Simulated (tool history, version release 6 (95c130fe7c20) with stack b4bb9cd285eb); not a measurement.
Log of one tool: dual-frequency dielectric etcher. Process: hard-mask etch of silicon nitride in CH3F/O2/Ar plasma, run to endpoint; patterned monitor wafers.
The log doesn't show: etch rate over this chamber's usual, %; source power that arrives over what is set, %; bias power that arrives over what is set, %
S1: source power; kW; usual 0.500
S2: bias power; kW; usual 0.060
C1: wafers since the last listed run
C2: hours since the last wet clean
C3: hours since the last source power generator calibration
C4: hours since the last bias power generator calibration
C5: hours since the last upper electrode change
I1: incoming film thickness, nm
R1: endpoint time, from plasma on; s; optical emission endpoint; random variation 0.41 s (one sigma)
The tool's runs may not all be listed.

run 1 hour=0.0 | S1=0.450 S2=0.060 | C1=0 C2=406.0 C3=1129.6 C4=1718.6 C5=3773.5 | I1=54.2 | R1=78.9
run 2 hour=107.0 | S1=0.450 S2=0.060 | C1=932 C2=513.0 C3=1236.6 C4=1825.6 C5=3880.5 | I1=54.4 | R1=78.6
-- hour=153.0 wet clean of the chamber
run 3 hour=156.6 | S1=0.500 S2=0.070 | C1=222 C2=3.6 C3=1286.2 C4=1875.2 C5=3930.1 | I1=55.1 | R1=71.8
run 4 hour=256.1 | S1=0.500 S2=0.070 | C1=866 C2=103.1 C3=1385.7 C4=1974.7 C5=4029.6 | I1=54.7 | R1=70.8
run 5 hour=322.4 | S1=0.500 S2=0.070 | C1=577 C2=169.4 C3=1452.0 C4=2041.0 C5=4095.9 | I1=54.1 | R1=70.1
run 6 hour=389.5 | S1=0.550 S2=0.064 | C1=584 C2=236.5 C3=1519.1 C4=2108.1 C5=4163.0 | I1=54.6 | R1=68.5
run 7 hour=428.3 | S1=0.500 S2=0.060 | C1=337 C2=275.3 C3=1557.9 C4=2146.9 C5=4201.8 | I1=55.0 | R1=75.8
run 8 hour=521.4 | S1=0.500 S2=0.071 | C1=810 C2=368.4 C3=1651.0 C4=2240.0 C5=4294.9 | I1=54.8 | R1=69.8
run 9 hour=627.7 | S1=0.500 S2=0.060 | C1=925 C2=474.7 C3=1757.3 C4=2346.3 C5=4401.2 | I1=53.6 | R1=72.7
run 10 hour=673.7 | S1=0.500 S2=0.060 | C1=400 C2=520.7 C3=1803.3 C4=2392.3 C5=4447.2 | I1=54.0 | R1=72.4
-- hour=741.4 wet clean of the chamber
run 11 hour=741.9 | S1=0.500 S2=0.060 | C1=385 C2=0.5 C3=1871.5 C4=2460.5 C5=4515.4 | I1=54.6 | R1=75.9
run 12 hour=790.5 | S1=0.500 S2=0.060 | C1=423 C2=49.1 C3=1920.1 C4=2509.1 C5=4564.0 | I1=54.0 | R1=75.4
run 13 hour=882.4 | S1=0.500 S2=0.060 | C1=800 C2=141.0 C3=2012.0 C4=2601.0 C5=4655.9 | I1=54.6 | R1=75.4
-- hour=917.5 bias power generator calibrated
run 14 hour=986.2 | S1=0.500 S2=0.060 | C1=869 C2=244.8 C3=2115.8 C4=68.7 C5=4759.7 | I1=54.8 | R1=73.9
run 15 hour=1048.3 | S1=0.500 S2=0.070 | C1=540 C2=306.9 C3=2177.9 C4=130.8 C5=4821.8 | I1=54.7 | R1=68.8
run 16 hour=1109.9 | S1=0.460 S2=0.050 | C1=536 C2=368.5 C3=2239.5 C4=192.4 C5=4883.4 | I1=54.7 | R1=84.1
run 17 hour=1216.6 | S1=0.500 S2=0.060 | C1=929 C2=475.2 C3=2346.2 C4=299.1 C5=4990.1 | I1=54.5 | R1=72.7
run 18 hour=1269.2 | S1=0.610 S2=0.047 | C1=458 C2=527.8 C3=2398.8 C4=351.7 C5=5042.7 | I1=54.3 | R1=71.4
run 19 hour=1318.3 | S1=0.500 S2=0.049 | C1=427 C2=576.9 C3=2447.9 C4=400.8 C5=5091.8 | I1=54.8 | R1=79.7
-- hour=1370.7 wet clean of the chamber
run 20 hour=1381.3 | S1=0.460 S2=0.069 | C1=339 C2=10.6 C3=2510.9 C4=463.8 C5=5154.8 | I1=54.9 | R1=74.8
-- hour=1389.3 source power generator calibrated
run 21 hour=1457.9 | S1=0.560 S2=0.047 | C1=632 C2=87.2 C3=68.6 C4=540.4 C5=5231.4 | I1=54.6 | R1=78.4
run 22 hour=1517.2 | S1=0.410 S2=0.054 | C1=516 C2=146.5 C3=127.9 C4=599.7 C5=5290.7 | I1=54.2 | R1=89.8
run 23 hour=1601.8 | S1=0.500 S2=0.060 | C1=736 C2=231.1 C3=212.5 C4=684.3 C5=5375.3 | I1=54.7 | R1=74.8
run 24 hour=1647.1 | S1=0.500 S2=0.060 | C1=394 C2=276.4 C3=257.8 C4=729.6 C5=5420.6 | I1=55.1 | R1=75.3

Forecast run 25:
-- hour=1715.7 upper electrode replaced
-- hour=1855.8 wet clean of the chamber
run 25 hour=1887.4 | S1=0.580 S2=0.052 | C1=1675 C2=31.6 C3=498.1 C4=969.9 C5=171.7 | I1=54.8 | R1=?

R1: 74.3 s
Without the tool's hidden state the same run would have given R1 73.7 s.

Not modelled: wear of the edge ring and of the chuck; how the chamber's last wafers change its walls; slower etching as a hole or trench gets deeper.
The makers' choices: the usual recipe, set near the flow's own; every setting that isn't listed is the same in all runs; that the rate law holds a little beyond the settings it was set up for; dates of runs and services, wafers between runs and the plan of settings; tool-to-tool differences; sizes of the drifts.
